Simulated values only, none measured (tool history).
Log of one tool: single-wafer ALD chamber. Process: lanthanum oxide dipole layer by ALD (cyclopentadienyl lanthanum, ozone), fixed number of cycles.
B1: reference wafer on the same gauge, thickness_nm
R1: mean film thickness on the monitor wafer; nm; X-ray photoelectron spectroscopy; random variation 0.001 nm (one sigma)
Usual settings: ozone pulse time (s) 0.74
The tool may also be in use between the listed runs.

run 1 hour=0.0 | ozone_pulse_time_(s)=0.59 | B1=0.391 | R1=0.343
run 2 hour=16.2 | ozone_pulse_time_(s)=0.74 | B1=0.391 | R1=0.395
run 3 hour=39.9 | ozone_pulse_time_(s)=0.74 | B1=0.391 | R1=0.392
run 4 hour=63.1 | ozone_pulse_time_(s)=0.85 | B1=0.391 | R1=0.420
-- hour=77.7 gauge calibrated
run 5 hour=165.1 | ozone_pulse_time_(s)=0.85 | B1=0.391 | R1=0.420
run 6 hour=192.3 | ozone_pulse_time_(s)=0.85 | B1=0.391 | R1=0.421
run 7 hour=228.1 | ozone_pulse_time_(s)=0.74 | B1=0.391 | R1=0.390
run 8 hour=258.3 | ozone_pulse_time_(s)=0.74 | B1=0.391 | R1=0.392
run 9 hour=291.3 | ozone_pulse_time_(s)=0.60 | B1=0.391 | R1=0.342
run 10 hour=325.1 | ozone_pulse_time_(s)=0.74 | B1=0.391 | R1=0.389
run 11 hour=355.2 | ozone_pulse_time_(s)=0.83 | B1=0.391 | R1=0.412
run 12 hour=373.9 | ozone_pulse_time_(s)=0.83 | B1=0.391 | R1=0.412
run 13 hour=395.6 | ozone_pulse_time_(s)=0.83 | B1=0.390 | R1=0.411
run 14 hour=425.7 | ozone_pulse_time_(s)=0.54 | B1=0.391 | R1=0.313
run 15 hour=439.0 | ozone_pulse_time_(s)=0.98 | B1=0.391 | R1=0.443
run 16 hour=453.4 | ozone_pulse_time_(s)=0.50 | B1=0.391 | R1=0.295
-- hour=461.9 showerhead replaced
-- hour=472.3 gauge calibrated
-- hour=473.3 thermocouple changed; heater temperature recalibrated
run 17 hour=482.4 | ozone_pulse_time_(s)=0.74 | B1=0.391 | R1=0.385
run 18 hour=513.4 | ozone_pulse_time_(s)=0.58 | B1=0.391 | R1=0.331
run 19 hour=527.1 | ozone_pulse_time_(s)=0.55 | B1=0.391 | R1=0.316
-- hour=549.5 ozone generator serviced
run 20 hour=560.7 | ozone_pulse_time_(s)=0.74 | B1=0.391 | R1=0.410
run 21 hour=585.9 | ozone_pulse_time_(s)=0.53 | B1=0.391 | R1=0.333

Forecast run 22:
run 22 hour=606.3 | ozone_pulse_time_(s)=0.84 | B1=? | R1=?

B1: 0.391
R1: 0.435 nm
Without the tool's hidden state the same run would have given R1 0.437 nm.
